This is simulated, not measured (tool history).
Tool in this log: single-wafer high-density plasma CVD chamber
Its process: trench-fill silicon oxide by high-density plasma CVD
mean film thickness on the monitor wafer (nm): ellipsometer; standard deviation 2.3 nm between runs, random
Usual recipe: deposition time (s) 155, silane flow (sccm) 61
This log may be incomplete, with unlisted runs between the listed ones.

run	hour	deposition time (s)	silane flow (sccm)	read-back reference wafer on the same gauge, thickness_nm	mean film thickness on the monitor wafer (nm)
1	0	155	61	819.488	839.596
2	24.3	155	61	819.327	834.932
3	75.4	155	61	818.378	835.327
4	139.4	155	61	819.376	833.117
5	198.2	155	58	818.668	795.549
6	255.7	155	58	818.911	793
7	308.2	155	58	819.033	790.687
8	356	134	61	817.699	718.37
# hour 377.9: gauge calibrated
9	392.8	155	61	819.886	828.426
10	423.3	155	61	818.497	828.867
11	490.8	155	61	820.232	826.274
12	549.4	155	67	819.209	908.696
13	603.6	155	61	819.005	826.269
14	689.7	155	61	819.25	823.471
15	734.4	155	61	820.277	824.109
16	758.7	144	67	818.298	839.298
17	791.6	144	71	818.747	890.116
# hour 825.3: silane flow controller replaced
18	825.8	129	52	818.765	617.971
19	848.1	135	49	819.576	609.511
20	885.9	142	51	819.573	668.119
21	950.9	178	49	819.728	807.414
22	991.9	146	49	819.501	657.743
23	1030.3	129	52	818.826	617.59
# hour 1060.4: gauge calibrated
24	1088.1	126	61	819.32	706.6
25	1139.8	155	61	819.275	873.472
26	1203.1	165	69	819.892	1047.787
27	1309.1	155	61	818.816	867.015
28	1348.9	129	55	818.628	652.286
29	1387.6	172	54	819.357	852.663

Forecast each of these 3 alternatives for the next run:
A	1388	155	54	?	?
B	1388	155	72	?	?
C	1388	171	71	?	?

run	read-back reference wafer on the same gauge, thickness_nm	mean film thickness on the monitor wafer (nm)
A	818.423	772.361
B	818.423	1029.815
C	818.423	1120.339
Had the tool no hidden state, the same runs would have come out as:
run	mean film thickness on the monitor wafer (nm)
A	773.179
B	1030.905
C	1121.525
